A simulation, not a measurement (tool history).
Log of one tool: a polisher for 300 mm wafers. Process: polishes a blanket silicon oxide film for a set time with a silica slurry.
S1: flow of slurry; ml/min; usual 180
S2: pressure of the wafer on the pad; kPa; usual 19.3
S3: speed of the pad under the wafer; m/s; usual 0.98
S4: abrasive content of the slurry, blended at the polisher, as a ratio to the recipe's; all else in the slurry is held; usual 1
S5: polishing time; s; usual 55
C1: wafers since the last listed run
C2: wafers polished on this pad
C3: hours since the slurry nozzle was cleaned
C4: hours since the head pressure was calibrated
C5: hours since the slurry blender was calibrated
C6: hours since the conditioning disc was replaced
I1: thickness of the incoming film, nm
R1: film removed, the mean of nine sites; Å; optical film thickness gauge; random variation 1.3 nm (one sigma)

run	hour	S1	S2	S3	S4	S5	C1	C2	C3	C4	C5	C6	I1	R1
1	0	180	19.3	0.98	0.8	70	0	551	207.4	38.6	150.3	8.5	1130.7	1411
2	30.9	145	19.3	0.72	1	55	326	878	238.3	69.5	181.2	39.4	1121.7	920
3	59.7	145	19.3	0.72	1	55	304	1182	267.1	98.3	210	68.2	1125.7	911
# hour 93.9: slurry blender recalibrated
4	95	145	19.3	0.72	1	55	352	1534	302.4	133.6	1.1	103.5	1125.8	921
5	129.9	145	16.5	0.98	1	55	369	1904	337.3	168.5	36	138.4	1133.8	1058
6	164	145	16.5	0.98	1	55	360	2264	371.4	202.6	70.1	172.5	1129.4	1052
# hour 177.2: worn pad replaced by a new one
7	193.7	230	19.3	0.82	1	72	271	174	401.1	232.3	99.8	202.2	1106.9	1434
8	209.7	180	21.4	0.98	1	55	169	343	417.1	248.3	115.8	218.2	1130.8	1287
# hour 219: conditioning disc replaced and pad reconditioned
9	227.3	230	19.3	0.82	1	72	165	508	434.7	265.9	133.4	8.3	1127.2	1400
10	251.9	180	23.4	0.98	1	55	260	768	459.3	290.5	158	32.9	1134.4	1394
11	283	120	21.4	0.98	1	38	328	1097	490.4	321.6	189.1	64	1117.9	784
12	312.1	180	19.3	0.98	1	55	307	1405	519.5	350.7	218.2	93.1	1113.3	1172
13	324.6	180	19.3	0.98	1	55	132	1537	532	363.2	230.7	105.6	1132.6	1160
# hour 343.9: slurry blender recalibrated
# hour 370.9: slurry nozzle cleaned
# hour 406.8: worn pad replaced by a new one
14	414.2	145	19.3	0.98	1	55	873	78	43.3	452.8	70.3	195.2	1122.5	1210
15	434.8	180	15.2	0.98	1	65	217	296	63.9	473.4	90.9	215.8	1098.5	1277
16	447.6	180	19.3	0.98	1	55	135	431	76.7	486.2	103.7	228.6	1119	1251
17	464.8	180	19.3	0.98	1	55	181	613	93.9	503.4	120.9	245.8	1133.2	1274
# hour 470: conditioning disc replaced and pad reconditioned
18	498.1	180	22.8	1.16	1	55	331	944	127.2	536.7	154.2	28.1	1103.5	1619
19	516.2	180	19.3	0.8	1.15	42	191	1135	145.3	554.8	172.3	46.2	1123.6	872
# hour 533.5: slurry blender recalibrated
20	542	180	19.3	0.98	1	55	251	1387	171.1	580.6	8.5	72	1135.8	1256
21	574.5	140	19.3	0.76	1	55	343	1731	203.6	613.1	41	104.5	1129.2	966
22	606.1	160	19.3	0.98	0.75	55	334	2065	235.2	644.7	72.6	136.1	1126.3	1032
# hour 644.8: worn pad replaced by a new one
23	645.3	180	19.3	0.98	1	55	372	5	274.4	683.9	111.8	175.3	1125.6	1231
24	656.6	180	19.3	0.84	1	55	119	124	285.7	695.2	123.1	186.6	1123.3	1094
25	680.7	135	24.1	0.98	1.2	55	254	379	309.8	719.3	147.2	210.7	1130.7	1497

5 ways to go on from here, each from the tool as it stands after run 25. What would each give?
A	681.1	180	19.3	0.98	1	55	4	383	310.2	719.7	147.6	211.1	1125.6	?
B	681.1	180	23.4	0.98	1.1	39	4	383	310.2	719.7	147.6	211.1	1125.6	?
C	681.1	120	21.4	0.66	1	55	4	383	310.2	719.7	147.6	211.1	1125.6	?
D	681.1	180	15.2	0.9	1	73	4	383	310.2	719.7	147.6	211.1	1125.6	?
E	681.1	180	15.2	0.98	1.15	47	4	383	310.2	719.7	147.6	211.1	1125.6	?

run	R1
A	1237
B	1057
C	876
D	1300
E	956
Without the tool's hidden state the same runs would have given:
run	R1
A	1283
B	1096
C	927
D	1349
E	991
